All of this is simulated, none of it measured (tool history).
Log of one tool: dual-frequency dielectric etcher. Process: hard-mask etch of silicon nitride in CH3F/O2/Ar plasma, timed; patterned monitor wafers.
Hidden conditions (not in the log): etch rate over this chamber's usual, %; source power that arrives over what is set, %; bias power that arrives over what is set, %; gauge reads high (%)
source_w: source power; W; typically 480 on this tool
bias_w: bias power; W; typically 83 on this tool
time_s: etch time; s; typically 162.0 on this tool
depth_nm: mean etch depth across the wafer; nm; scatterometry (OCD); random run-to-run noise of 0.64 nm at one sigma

run,day,source_w,bias_w,time_s,wafers since the last listed run,hours since the last wet clean,hours since the last source power generator calibration,hours since the last bias power generator calibration,hours since the last upper electrode change,hours since the gauge calibration,"read-back reference wafer on the same gauge, depth_nm",depth_nm
1,0.000,480,83,162.0,0,160.9,3386.1,3609.8,2487.8,457.2,135.9,117.6
2,1.100,480,83,162.0,121,187.3,3412.5,3636.2,2514.2,483.6,135.8,118.3
3,2.162,520,83,162.0,117,212.8,3438.0,3661.7,2539.7,509.1,135.9,124.1
4,3.046,520,83,162.0,97,234.0,3459.2,3682.9,2560.9,530.3,135.9,122.4
5,3.842,520,83,162.0,88,253.1,3478.3,3702.0,2580.0,549.4,136.1,122.3
# day 5.938: upper electrode replaced
6,5.958,480,83,162.0,123,303.9,3529.1,3752.8,0.5,600.2,136.1,120.9
7,6.196,480,83,162.0,26,309.6,3534.8,3758.5,6.2,605.9,136.2,119.4
8,7.183,480,83,162.0,109,333.3,3558.5,3782.2,29.9,629.6,136.2,120.3
9,7.983,480,83,146.5,88,352.5,3577.7,3801.4,49.1,648.8,136.3,108.2
# day 8.900: gauge calibrated
# day 9.129: bias power generator calibrated
10,9.292,480,83,148.5,126,383.9,3609.1,3.9,80.5,9.4,135.8,110.6
11,10.083,400,65,205.0,87,402.9,3628.1,22.9,99.5,28.4,136.2,132.7
12,10.996,370,102,162.0,101,424.8,3650.0,44.8,121.4,50.3,136.0,115.4
13,11.983,480,101,121.0,109,448.5,3673.7,68.5,145.1,74.0,135.9,97.5
14,12.825,480,83,162.0,93,468.7,3693.9,88.7,165.3,94.2,135.8,123.5
# day 14.279: wet clean of the chamber
15,14.300,480,83,162.0,52,0.5,3729.3,124.1,200.7,129.6,136.0,115.5
16,15.042,480,83,162.0,82,18.3,3747.1,141.9,218.5,147.4,135.7,116.4
17,15.933,480,102,162.0,98,39.7,3768.5,163.3,239.9,168.8,135.9,124.4
18,16.592,480,64,162.0,73,55.5,3784.3,179.1,255.7,184.6,135.8,108.8
19,17.633,480,89,149.5,115,80.5,3809.3,204.1,280.7,209.6,136.0,110.4
20,18.454,480,83,162.0,91,100.2,3829.0,223.8,300.4,229.3,135.8,117.7
# day 19.417: source power generator calibrated
21,19.438,480,83,162.0,90,123.8,0.5,247.4,324.0,252.9,135.9,116.7
22,20.621,530,102,117.0,131,152.2,28.9,275.8,352.4,281.3,136.0,95.2
23,21.138,480,98,120.0,57,164.6,41.3,288.2,364.8,293.7,136.0,92.7
24,22.025,480,67,162.0,98,185.9,62.6,309.5,386.1,315.0,136.4,110.3
25,22.542,480,70,201.5,57,198.3,75.0,321.9,398.5,327.4,136.1,139.4
26,25.483,480,83,162.0,326,268.9,145.6,392.5,469.1,398.0,136.0,120.1
27,26.767,430,72,162.0,142,299.7,176.4,423.3,499.9,428.8,136.2,110.1
28,28.146,480,73,210.0,152,332.8,209.5,456.4,533.0,461.9,136.1,148.6
29,29.525,480,99,122.0,152,365.9,242.6,489.5,566.1,495.0,135.7,95.3

What if the next run were any one of these 5? Each begins from the tool's condition after run 29:
A,29.546,480,83,162.0,2,366.4,243.1,490.0,566.6,495.5,?,?
B,29.546,480,83,179.5,2,366.4,243.1,490.0,566.6,495.5,?,?
C,29.546,590,83,135.5,2,366.4,243.1,490.0,566.6,495.5,?,?
D,29.546,580,97,149.5,2,366.4,243.1,490.0,566.6,495.5,?,?
E,29.546,480,83,132.5,2,366.4,243.1,490.0,566.6,495.5,?,?

run,"read-back reference wafer on the same gauge, depth_nm",depth_nm
A,136.0,120.1
B,136.0,133.1
C,136.0,109.3
D,136.0,125.5
E,136.0,98.2
Stripped of hidden state, with their random variation kept, the same runs would have yielded:
run,depth_nm
A,116.1
B,128.6
C,105.7
D,121.3
E,95.0
